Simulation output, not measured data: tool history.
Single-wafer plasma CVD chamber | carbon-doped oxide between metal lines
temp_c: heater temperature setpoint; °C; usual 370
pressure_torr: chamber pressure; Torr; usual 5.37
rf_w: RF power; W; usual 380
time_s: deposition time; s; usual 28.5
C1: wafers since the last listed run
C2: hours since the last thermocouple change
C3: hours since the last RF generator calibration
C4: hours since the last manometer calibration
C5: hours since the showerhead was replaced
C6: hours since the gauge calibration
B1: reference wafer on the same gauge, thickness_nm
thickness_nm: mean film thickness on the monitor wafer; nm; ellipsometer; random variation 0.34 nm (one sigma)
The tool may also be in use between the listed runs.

{"run": 1, "hour": 0.0, "temp_c": 370, "pressure_torr": 6.15, "rf_w": 380, "time_s": 28.5, "C1": 0, "C2": 2468.2, "C3": 1280.9, "C4": 1295.8, "C5": 3586.9, "C6": 722.4, "B1": 108.008, "thickness_nm": 116.441}
{"run": 2, "hour": 35.0, "temp_c": 370, "pressure_torr": 6.15, "rf_w": 380, "time_s": 28.5, "C1": 1387, "C2": 2503.2, "C3": 1315.9, "C4": 1330.8, "C5": 3621.9, "C6": 757.4, "B1": 107.969, "thickness_nm": 116.577}
{"run": 3, "hour": 50.7, "temp_c": 370, "pressure_torr": 5.37, "rf_w": 380, "time_s": 28.5, "C1": 622, "C2": 2518.9, "C3": 1331.6, "C4": 1346.5, "C5": 3637.6, "C6": 773.1, "B1": 108.112, "thickness_nm": 113.054}
{"hour": 72.5, "done": "capacitance manometer re-zeroed and calibrated"}
{"run": 4, "hour": 73.0, "temp_c": 370, "pressure_torr": 5.37, "rf_w": 380, "time_s": 28.5, "C1": 566, "C2": 2541.2, "C3": 1353.9, "C4": 0.5, "C5": 3659.9, "C6": 795.4, "B1": 108.068, "thickness_nm": 114.757}
{"hour": 101.0, "done": "gauge calibrated"}
{"run": 5, "hour": 141.1, "temp_c": 364, "pressure_torr": 5.09, "rf_w": 380, "time_s": 28.5, "C1": 2699, "C2": 2609.3, "C3": 1422, "C4": 68.6, "C5": 3728, "C6": 40.1, "B1": 108.01, "thickness_nm": 115.028}
{"run": 6, "hour": 163.5, "temp_c": 364, "pressure_torr": 5.09, "rf_w": 380, "time_s": 28.5, "C1": 887, "C2": 2631.7, "C3": 1444.4, "C4": 91, "C5": 3750.4, "C6": 62.5, "B1": 108.049, "thickness_nm": 115.34}
{"run": 7, "hour": 181.0, "temp_c": 370, "pressure_torr": 5.37, "rf_w": 380, "time_s": 28.5, "C1": 693, "C2": 2649.2, "C3": 1461.9, "C4": 108.5, "C5": 3767.9, "C6": 80, "B1": 107.977, "thickness_nm": 114.861}
{"run": 8, "hour": 207.6, "temp_c": 370, "pressure_torr": 5.37, "rf_w": 380, "time_s": 28.5, "C1": 1054, "C2": 2675.8, "C3": 1488.5, "C4": 135.1, "C5": 3794.5, "C6": 106.6, "B1": 107.975, "thickness_nm": 114.825}
{"hour": 239.9, "done": "showerhead replaced"}
{"run": 9, "hour": 240.4, "temp_c": 370, "pressure_torr": 5.37, "rf_w": 435, "time_s": 28.5, "C1": 983, "C2": 2708.6, "C3": 1521.3, "C4": 167.9, "C5": 0.5, "C6": 139.4, "B1": 108.025, "thickness_nm": 122.739}
{"run": 10, "hour": 254.9, "temp_c": 370, "pressure_torr": 6.17, "rf_w": 325, "time_s": 28.5, "C1": 574, "C2": 2723.1, "C3": 1535.8, "C4": 182.4, "C5": 15, "C6": 153.9, "B1": 108.034, "thickness_nm": 107.601}
{"run": 11, "hour": 272.0, "temp_c": 370, "pressure_torr": 5.37, "rf_w": 430, "time_s": 28.5, "C1": 677, "C2": 2740.2, "C3": 1552.9, "C4": 199.5, "C5": 32.1, "C6": 171, "B1": 107.975, "thickness_nm": 121.738}
{"run": 12, "hour": 308.0, "temp_c": 360, "pressure_torr": 5.37, "rf_w": 380, "time_s": 23.9, "C1": 1427, "C2": 2776.2, "C3": 1588.9, "C4": 235.5, "C5": 68.1, "C6": 207, "B1": 107.949, "thickness_nm": 97.71}
{"hour": 325.7, "done": "thermocouple changed; heater temperature recalibrated"}
{"run": 13, "hour": 326.2, "temp_c": 382, "pressure_torr": 6.08, "rf_w": 440, "time_s": 28.5, "C1": 404, "C2": 0.5, "C3": 1607.1, "C4": 253.7, "C5": 86.3, "C6": 225.2, "B1": 108.012, "thickness_nm": 123.313}
{"run": 14, "hour": 350.7, "temp_c": 370, "pressure_torr": 5.37, "rf_w": 380, "time_s": 28.5, "C1": 971, "C2": 25, "C3": 1631.6, "C4": 278.2, "C5": 110.8, "C6": 249.7, "B1": 107.965, "thickness_nm": 113.309}
{"run": 15, "hour": 438.6, "temp_c": 384, "pressure_torr": 6.5, "rf_w": 335, "time_s": 23, "C1": 3484, "C2": 112.9, "C3": 1719.5, "C4": 366.1, "C5": 198.7, "C6": 337.6, "B1": 107.959, "thickness_nm": 85.76}
{"run": 16, "hour": 458.7, "temp_c": 374, "pressure_torr": 4.03, "rf_w": 380, "time_s": 28.5, "C1": 796, "C2": 133, "C3": 1739.6, "C4": 386.2, "C5": 218.8, "C6": 357.7, "B1": 107.934, "thickness_nm": 106.094}
{"run": 17, "hour": 480.4, "temp_c": 370, "pressure_torr": 5.37, "rf_w": 380, "time_s": 28.5, "C1": 860, "C2": 154.7, "C3": 1761.3, "C4": 407.9, "C5": 240.5, "C6": 379.4, "B1": 107.915, "thickness_nm": 112.91}
{"hour": 554.7, "done": "RF generator calibrated"}
{"run": 18, "hour": 583.6, "temp_c": 364, "pressure_torr": 4.9, "rf_w": 305, "time_s": 28.5, "C1": 3773, "C2": 257.9, "C3": 28.9, "C4": 511.1, "C5": 343.7, "C6": 482.6, "B1": 108.009, "thickness_nm": 102.094}
{"run": 19, "hour": 609.8, "temp_c": 370, "pressure_torr": 5.98, "rf_w": 380, "time_s": 28.5, "C1": 1038, "C2": 284.1, "C3": 55.1, "C4": 537.3, "C5": 369.9, "C6": 508.8, "B1": 108.02, "thickness_nm": 118.168}
{"run": 20, "hour": 626.7, "temp_c": 370, "pressure_torr": 5.37, "rf_w": 310, "time_s": 31.5, "C1": 669, "C2": 301, "C3": 72, "C4": 554.2, "C5": 386.8, "C6": 525.7, "B1": 107.993, "thickness_nm": 114.404}
{"run": 21, "hour": 643.2, "temp_c": 357, "pressure_torr": 5.9, "rf_w": 425, "time_s": 24.7, "C1": 654, "C2": 317.5, "C3": 88.5, "C4": 570.7, "C5": 403.3, "C6": 542.2, "B1": 108.048, "thickness_nm": 112.014}
{"run": 22, "hour": 662.3, "temp_c": 364, "pressure_torr": 5.09, "rf_w": 380, "time_s": 28.5, "C1": 757, "C2": 336.6, "C3": 107.6, "C4": 589.8, "C5": 422.4, "C6": 561.3, "B1": 107.901, "thickness_nm": 115.805}
{"run": 23, "hour": 679.2, "temp_c": 370, "pressure_torr": 5.37, "rf_w": 380, "time_s": 28.5, "C1": 669, "C2": 353.5, "C3": 124.5, "C4": 606.7, "C5": 439.3, "C6": 578.2, "B1": 108.019, "thickness_nm": 115.288}
{"run": 24, "hour": 697.1, "temp_c": 370, "pressure_torr": 6.14, "rf_w": 450, "time_s": 28.5, "C1": 709, "C2": 371.4, "C3": 142.4, "C4": 624.6, "C5": 457.2, "C6": 596.1, "B1": 107.936, "thickness_nm": 130.39}
{"run": 25, "hour": 718.2, "temp_c": 370, "pressure_torr": 6.39, "rf_w": 380, "time_s": 30.5, "C1": 836, "C2": 392.5, "C3": 163.5, "C4": 645.7, "C5": 478.3, "C6": 617.2, "B1": 108.097, "thickness_nm": 127.739}
{"run": 26, "hour": 750.4, "temp_c": 370, "pressure_torr": 5.37, "rf_w": 380, "time_s": 28.5, "C1": 1276, "C2": 424.7, "C3": 195.7, "C4": 677.9, "C5": 510.5, "C6": 649.4, "B1": 107.966, "thickness_nm": 115.701}
{"run": 27, "hour": 771.3, "temp_c": 356, "pressure_torr": 5.37, "rf_w": 380, "time_s": 28.5, "C1": 828, "C2": 445.6, "C3": 216.6, "C4": 698.8, "C5": 531.4, "C6": 670.3, "B1": 108.035, "thickness_nm": 119.01}
{"run": 28, "hour": 788.9, "temp_c": 359, "pressure_torr": 5.37, "rf_w": 305, "time_s": 28.5, "C1": 697, "C2": 463.2, "C3": 234.2, "C4": 716.4, "C5": 549, "C6": 687.9, "B1": 108.032, "thickness_nm": 104.947}
{"hour": 799.4, "done": "gauge calibrated"}
{"run": 29, "hour": 805.9, "temp_c": 362, "pressure_torr": 4.57, "rf_w": 380, "time_s": 33.3, "C1": 673, "C2": 480.2, "C3": 251.2, "C4": 733.4, "C5": 566, "C6": 6.5, "B1": 107.975, "thickness_nm": 132.145}

Measured less the same run without the tool's hidden state. The same run-to-run variation is in both; the gauge's scatter may not be:
The hidden state here: wafer temperature above the value expected at the setpoint (K); delivered RF power above the setpoint (%); true pressure above the setpoint (%); gauge reads high (%).
run=1 thickness_nm=-3.362
run=2 thickness_nm=-3.472
run=3 thickness_nm=-4.066
run=4 thickness_nm=-1.715
run=5 thickness_nm=-2.224
run=6 thickness_nm=-2.392
run=7 thickness_nm=-2.503
run=8 thickness_nm=-2.686
run=9 thickness_nm=-3.008
run=10 thickness_nm=-2.595
run=11 thickness_nm=-3.201
run=12 thickness_nm=-2.851
run=13 thickness_nm=-3.408
run=14 thickness_nm=-3.574
run=15 thickness_nm=-2.68
run=16 thickness_nm=-3.58
run=17 thickness_nm=-4.34
run=18 thickness_nm=-1.346
run=19 thickness_nm=-1.305
run=20 thickness_nm=-1.633
run=21 thickness_nm=-1.269
run=22 thickness_nm=-1.72
run=23 thickness_nm=-1.734
run=24 thickness_nm=-1.479
run=25 thickness_nm=-1.177
run=26 thickness_nm=-1.857
run=27 thickness_nm=-1.945
run=28 thickness_nm=-1.74
run=29 thickness_nm=-2.005

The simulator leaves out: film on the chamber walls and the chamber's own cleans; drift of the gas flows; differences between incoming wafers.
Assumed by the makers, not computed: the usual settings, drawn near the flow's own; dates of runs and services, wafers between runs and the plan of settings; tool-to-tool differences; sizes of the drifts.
